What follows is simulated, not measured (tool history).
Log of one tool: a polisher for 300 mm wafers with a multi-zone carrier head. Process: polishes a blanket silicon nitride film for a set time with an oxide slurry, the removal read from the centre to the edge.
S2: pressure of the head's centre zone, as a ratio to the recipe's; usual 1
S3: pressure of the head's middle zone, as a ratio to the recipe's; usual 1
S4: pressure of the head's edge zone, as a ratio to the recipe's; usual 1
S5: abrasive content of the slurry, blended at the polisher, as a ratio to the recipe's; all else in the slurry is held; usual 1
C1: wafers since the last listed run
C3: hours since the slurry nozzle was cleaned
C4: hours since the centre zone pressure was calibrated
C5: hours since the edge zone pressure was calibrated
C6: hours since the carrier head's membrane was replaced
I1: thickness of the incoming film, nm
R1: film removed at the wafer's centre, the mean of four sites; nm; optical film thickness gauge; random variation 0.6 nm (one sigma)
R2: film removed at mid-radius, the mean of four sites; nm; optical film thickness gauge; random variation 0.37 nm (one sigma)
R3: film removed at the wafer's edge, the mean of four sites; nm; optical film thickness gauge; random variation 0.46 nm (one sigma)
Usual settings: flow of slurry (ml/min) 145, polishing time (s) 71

Run 1, hour 0: usual settings but S2 1.09, S5 1.2; C1 0; wafers polished on this pad 367; C3 2; C4 6.7; C5 488.4; C6 1926; I1 408.2. Result: R1 62 nm, R2 56.1 nm, R3 56.5 nm.
Run 2, hour 8.4: usual settings but S2 1.03; C1 111; wafers polished on this pad 478; C3 10.4; C4 15.1; C5 496.8; C6 1934.4; I1 406. Result: R1 50.6 nm, R2 49.4 nm, R3 49.6 nm.
Run 3, hour 23.5: usual settings but S4 0.93; C1 200; wafers polished on this pad 678; C3 25.5; C4 30.2; C5 511.9; C6 1949.5; I1 416.2. Result: R1 50.3 nm, R2 49.2 nm, R3 48.5 nm.
At hour 31.3: carrier head's membrane replaced by a new one.
Run 4, hour 34.4: usual settings but flow of slurry (ml/min) 190, S4 1.06; C1 78; wafers polished on this pad 756; C3 36.4; C4 41.1; C5 522.8; C6 3.1; I1 412.9. Result: R1 52.7 nm, R2 51.8 nm, R3 52.9 nm.
Run 5, hour 49.2: usual settings but flow of slurry (ml/min) 115, S3 1.1; C1 196; wafers polished on this pad 953; C3 51.2; C4 55.9; C5 537.6; C6 17.9; I1 414.7. Result: R1 46.8 nm, R2 50.4 nm, R3 47.9 nm.
At hour 60.4: worn pad replaced by a new one.
Run 6, hour 60.9: usual settings but S2 1.06, S3 0.94, S5 1.2, polishing time (s) 80; C1 102; wafers polished on this pad 6; C3 62.9; C4 67.6; C5 549.3; C6 29.6; I1 403.9. Result: R1 67.4 nm, R2 59.4 nm, R3 64.4 nm.
Run 7, hour 75.6: usual settings but flow of slurry (ml/min) 170, S2 1.04, S5 0.7; C1 194; wafers polished on this pad 201; C3 77.6; C4 82.3; C5 564; C6 44.3; I1 406.4. Result: R1 36.6 nm, R2 34.9 nm, R3 35.2 nm.
Run 8, hour 84.9: usual settings but S2 0.95, S3 1.06, S5 1.15; C1 123; wafers polished on this pad 324; C3 86.9; C4 91.6; C5 573.3; C6 53.6; I1 413.9. Result: R1 52.6 nm, R2 56.9 nm, R3 54.5 nm.
Run 9, hour 94.9: usual settings but flow of slurry (ml/min) 160, S2 0.94, S3 1.08, S4 1.1; C1 132; wafers polished on this pad 457; C3 96.9; C4 101.6; C5 583.3; C6 63.6; I1 413.3. Result: R1 48.6 nm, R2 53.5 nm, R3 51.8 nm.
Run 10, hour 112.1: usual settings but S5 1.15; C1 228; wafers polished on this pad 685; C3 114.1; C4 118.8; C5 600.5; C6 80.8; I1 415.1. Result: R1 54.9 nm, R2 55.2 nm, R3 54.6 nm.
Run 11, hour 128.2: usual settings but flow of slurry (ml/min) 180; C1 213; wafers polished on this pad 898; C3 130.2; C4 134.9; C5 616.6; C6 96.9; I1 410.9. Result: R1 52.5 nm, R2 50.8 nm, R3 50.4 nm.
At hour 137.7: edge zone pressure recalibrated.
Run 12, hour 145.6: usual settings but S2 1.1; C1 204; wafers polished on this pad 1103; C3 147.6; C4 152.3; C5 7.9; C6 114.3; I1 412.4. Result: R1 55.8 nm, R2 49.7 nm, R3 49.2 nm.
At hour 161.7: worn pad replaced by a new one.
Run 13, hour 162.2: usual settings; C1 167; wafers polished on this pad 6; C3 164.2; C4 168.9; C5 24.5; C6 130.9; I1 408.6. Result: R1 50 nm, R2 49.8 nm, R3 50.2 nm.
Run 14, hour 172.1: usual settings but flow of slurry (ml/min) 180; C1 131; wafers polished on this pad 137; C3 174.1; C4 178.8; C5 34.4; C6 140.8; I1 403.5. Result: R1 51.7 nm, R2 51.4 nm, R3 50.9 nm.
Run 15, hour 200.5: usual settings but S3 0.93, S4 1.07, polishing time (s) 91; C1 376; wafers polished on this pad 514; C3 202.5; C4 207.2; C5 62.8; C6 169.2; I1 406.2. Result: R1 64.9 nm, R2 59.1 nm, R3 66.9 nm.
Run 16, hour 211.4: usual settings; C1 144; wafers polished on this pad 658; C3 213.4; C4 218.1; C5 73.7; C6 180.1; I1 414.9. Result: R1 49.9 nm, R2 49 nm, R3 50.1 nm.
Run 17, hour 221.8: usual settings; C1 137; wafers polished on this pad 796; C3 223.8; C4 228.5; C5 84.1; C6 190.5; I1 406. Result: R1 50.2 nm, R2 48.9 nm, R3 49 nm.
Run 18, hour 234.1: usual settings but flow of slurry (ml/min) 195; C1 163; wafers polished on this pad 959; C3 236.1; C4 240.8; C5 96.4; C6 202.8; I1 406.7. Result: R1 52.5 nm, R2 52.3 nm, R3 51.5 nm.
Run 19, hour 245.1: usual settings but S2 0.93, S5 1.25; C1 145; wafers polished on this pad 1105; C3 247.1; C4 251.8; C5 107.4; C6 213.8; I1 415. Result: R1 54.1 nm, R2 58 nm, R3 56.6 nm.
At hour 251.2: worn pad replaced by a new one.
Run 20, hour 251.7: usual settings but S2 1.12, S5 0.75; C1 34; wafers polished on this pad 7; C3 253.7; C4 258.4; C5 114; C6 220.4; I1 414.5. Result: R1 41.7 nm, R2 36.5 nm, R3 37.1 nm.
Run 21, hour 259: usual settings but S3 0.92, S4 1.07, polishing time (s) 59; C1 96; wafers polished on this pad 103; C3 261; C4 265.7; C5 121.3; C6 227.7; I1 411.2. Result: R1 41.9 nm, R2 38 nm, R3 42.9 nm.

How the hidden state differs across the entries between the runs, from the last listed run before each to the first after it:
Between runs 3 and 4: carrier head's membrane replaced by a new one (hour 31.3)
  no hidden state differs between the two runs
Between runs 5 and 6: worn pad replaced by a new one (hour 60.4)
  no hidden state differs between the two runs
Between runs 11 and 12: edge zone pressure recalibrated (hour 137.7)
  no hidden state differs between the two runs
Between runs 12 and 13: worn pad replaced by a new one (hour 161.7)
  no hidden state differs between the two runs
Between runs 19 and 20: worn pad replaced by a new one (hour 251.2)
  no hidden state differs between the two runs
